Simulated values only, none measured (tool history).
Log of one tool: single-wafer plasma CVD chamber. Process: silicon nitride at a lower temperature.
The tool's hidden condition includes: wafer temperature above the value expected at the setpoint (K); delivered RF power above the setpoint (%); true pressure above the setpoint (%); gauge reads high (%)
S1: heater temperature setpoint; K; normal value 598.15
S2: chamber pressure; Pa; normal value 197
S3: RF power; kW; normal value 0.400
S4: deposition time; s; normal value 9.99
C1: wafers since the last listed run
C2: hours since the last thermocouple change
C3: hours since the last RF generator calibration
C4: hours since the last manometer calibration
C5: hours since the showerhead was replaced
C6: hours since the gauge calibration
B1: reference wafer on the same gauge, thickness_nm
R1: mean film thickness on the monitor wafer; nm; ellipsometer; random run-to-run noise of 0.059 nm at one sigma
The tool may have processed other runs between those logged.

run    hour      S1   S2     S3     S4    C1      C2      C3      C4      C5      C6      B1      R1
  1     0.0  601.15  197  0.400   9.99     0   539.3   440.2  1166.1  6168.6   993.3  12.304  13.708
  2    50.1  601.15  197  0.400   9.99  1376   589.4   490.3  1216.2  6218.7  1043.4  12.298  13.652
  3   112.1  601.15  197  0.400   9.99  1703   651.4   552.3  1278.2  6280.7  1105.4  12.309  13.530
  4   153.9  594.15  197  0.400   9.99  1148   693.2   594.1  1320.0  6322.5  1147.2  12.302  13.544
  5   239.1  594.15  197  0.400   9.99  2340   778.4   679.3  1405.2  6407.7  1232.4  12.284  13.609
  6   283.1  594.15  197  0.400   9.99  1208   822.4   723.3  1449.2  6451.7  1276.4  12.311  13.544
  7   388.0  598.15  197  0.400  11.15  2881   927.3   828.2  1554.1  6556.6  1381.3  12.311  15.105
  8   482.3  598.15  197  0.400  11.15  2590  1021.6   922.5  1648.4  6650.9  1475.6  12.271  15.035
  9   582.1  598.15  197  0.400  11.15  2741  1121.4  1022.3  1748.2  6750.7  1575.4  12.283  14.993
 10   666.6  598.15  197  0.400   9.99  2321  1205.9  1106.8  1832.7  6835.2  1659.9  12.324  13.371
      706.8  -- showerhead replaced, of another model than before
 11   707.3  598.15  197  0.400   9.99   898  1246.6  1147.5  1873.4     0.5  1700.6  12.307  13.682
      750.5  -- gauge calibrated
 12   793.7  598.15  197  0.400   9.99  2373  1333.0  1233.9  1959.8    86.9    43.2  12.298  13.617
 13   857.7  594.15  197  0.400  10.56  1758  1397.0  1297.9  2023.8   150.9   107.2  12.294  14.532
      887.5  -- capacitance manometer re-zeroed and calibrated
      947.3  -- thermocouple changed; heater temperature recalibrated
 14   958.8  598.15  220  0.400   9.99  2337    11.5  1399.0    71.3   252.0   208.3  12.295  14.059
 15  1058.6  598.15  197  0.340   9.99  2741   111.3  1498.8   171.1   351.8   308.1  12.307  12.658
 16  1153.3  598.15  197  0.400   9.99  2601   206.0  1593.5   265.8   446.5   402.8  12.297  13.682
 17  1261.3  598.15  197  0.400   9.99  2966   314.0  1701.5   373.8   554.5   510.8  12.287  13.684
 18  1350.8  594.15  197  0.400   9.99  2458   403.5  1791.0   463.3   644.0   600.3  12.290  13.577
     1447.5  -- RF generator calibrated
 19  1453.2  590.15  197  0.435   9.99  2593   505.9     5.7   565.7   746.4   702.7  12.287  14.727
 20  1521.7  585.15  172  0.360   8.83  1881   574.4    74.2   634.2   814.9   771.2  12.303  11.406
 21  1619.4  591.15  243  0.325  11.97  2683   672.1   171.9   731.9   912.6   868.9  12.318  16.116
 22  1702.9  585.15  220  0.460   9.99  2293   755.6   255.4   815.4   996.1   952.4  12.302  15.320
 23  1774.8  594.15  197  0.400   9.99  1975   827.5   327.3   887.3  1068.0  1024.3  12.304  13.942
 24  1826.3  598.15  197  0.400   9.99  1414   879.0   378.8   938.8  1119.5  1075.8  12.289  13.855
 25  1866.2  603.15  236  0.400   9.99  1096   918.9   418.7   978.7  1159.4  1115.7  12.294  14.508

The tool's hidden state at each run:
wafer temperature above the value expected at the setpoint (K): 0 at every run
true pressure above the setpoint (%): 0 at every run
gauge reads high (%): 0 at every run
H1: delivered RF power above the setpoint (%)
run       H1
  1     -3.7
  2    -3.95
  3    -4.23
  4    -4.41
  5    -4.73
  6    -4.89
  7    -5.21
  8    -5.46
  9    -5.69
 10    -5.86
 11    -5.94
 12    -6.08
 13    -6.17
 14    -6.31
 15    -6.42
 16    -6.51
 17     -6.6
 18    -6.66
 19  -0.0606
 20   -0.713
 21    -1.53
 22    -2.15
 23    -2.61
 24    -2.92
 25    -3.14
